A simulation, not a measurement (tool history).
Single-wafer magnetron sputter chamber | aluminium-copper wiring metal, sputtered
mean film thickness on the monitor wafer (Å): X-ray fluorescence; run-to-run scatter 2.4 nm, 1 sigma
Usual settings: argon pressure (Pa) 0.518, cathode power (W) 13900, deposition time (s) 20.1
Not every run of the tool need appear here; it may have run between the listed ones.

run    hour  argon pressure (Pa)  cathode power (W)  deposition time (s)  read-back reference wafer on the same gauge, thickness_nm  mean film thickness on the monitor wafer (Å)
  1       0                0.518              13900                 20.1                                                    464.329                                       4532.87
  2    60.6                0.518              13900                 20.1                                                    464.685                                       4563.92
  3     146                0.518              13900                 20.1                                                    463.857                                       4542.93
      207.3  -- sputter target and shields replaced
  4   250.1                0.518              13900                 20.1                                                    463.808                                       4605.88
  5   297.8                0.518              13900                 20.1                                                    463.667                                       4564.38
        333  -- gauge calibrated
  6   377.5                0.518              13900                 20.1                                                    463.877                                       4533.26
  7   414.9                0.518              15550                 21.1                                                    463.856                                       5245.29
  8   493.9                0.518              15550                 21.1                                                    463.792                                       5229.49
  9   597.9                0.518              13900                 20.1                                                    463.746                                       4595.81
 10   649.4                0.435              15650                 23.1                                                    464.084                                       5993.02
 11   746.5                0.518              12650                 17.7                                                    463.865                                       3809.15
      812.1  -- capacitance manometer re-zeroed and calibrated
 12   828.7                0.518              16350                 20.1                                                    464.544                                       5113.75
 13   910.6                0.518              17000                 18.5                                                    463.381                                       4833.57
        925  -- sputter target and shields replaced
 14   961.3                 0.37              15950                 23.6                                                    464.717                                       6256.05
 15  1057.3                0.574              16200                   17                                                    463.995                                        4255.1
 16  1132.6                0.721              11350                 20.1                                                    463.609                                       3685.98
 17  1171.1                0.714              11800                 18.9                                                    464.271                                       3551.06
     1242.5  -- magnet pack replaced
 18  1268.5                0.518              13900                 20.1                                                    463.808                                       4561.23
 19  1313.4                0.591              12700                 23.5                                                    464.434                                       4822.79
 20  1397.3                0.518              13900                 20.1                                                    463.609                                       4555.82
 21  1433.6                0.518              13900                 20.1                                                    464.141                                       4566.19
 22  1469.6                0.518              13900                 20.1                                                     463.63                                       4527.31
 23  1523.9                0.637              11000                 20.1                                                    463.939                                       3722.42
     1561.5  -- sputter target and shields replaced
 24  1573.4                0.518              11150                 20.1                                                    464.168                                       3933.96
 25  1661.6                0.518              15550                 21.1                                                    464.156                                       5134.82
 26  1721.6                0.682              13900                 20.1                                                    464.329                                       4279.15
 27  1779.1                0.518              13900                 20.1                                                    463.843                                        4543.1
 28  1817.2                0.518              13900                 20.1                                                    464.037                                       4572.23
 29    1900                0.518              17250                 20.1                                                    463.873                                       5328.19
 30  1971.2                0.518              13900                 20.1                                                    464.245                                       4529.77
 31  2030.5                 0.67              10900                 17.9                                                    463.811                                       3262.61
 32  2072.8                0.328              12350                 23.1                                                    464.325                                        5223.3
 33  2138.3                0.631              14900                 20.1                                                    463.723                                       4549.67

5 ways to go on from here, each from the tool as it stands after run 33. What would each give?
  A  2138.7                0.518              13900                 20.1                                                          ?                                             ?
  B  2138.7                0.317              11300                 17.9                                                          ?                                             ?
  C  2138.7                0.657              13900                 20.1                                                          ?                                             ?
  D  2138.7                0.518              14800                 16.3                                                          ?                                             ?
  E  2138.7                0.579              16950                 20.1                                                          ?                                             ?

run  read-back reference wafer on the same gauge, thickness_nm  mean film thickness on the monitor wafer (Å)
  A                                                    463.783                                       4566.61
  B                                                    463.783                                       3831.02
  C                                                    463.783                                       4322.03
  D                                                    463.783                                       3872.42
  E                                                    463.783                                       5146.84
Without the tool's unlogged condition, the same runs would have read:
run  mean film thickness on the monitor wafer (Å)
  A                                       4524.35
  B                                       3805.88
  C                                       4274.48
  D                                       3836.59
  E                                        5095.2

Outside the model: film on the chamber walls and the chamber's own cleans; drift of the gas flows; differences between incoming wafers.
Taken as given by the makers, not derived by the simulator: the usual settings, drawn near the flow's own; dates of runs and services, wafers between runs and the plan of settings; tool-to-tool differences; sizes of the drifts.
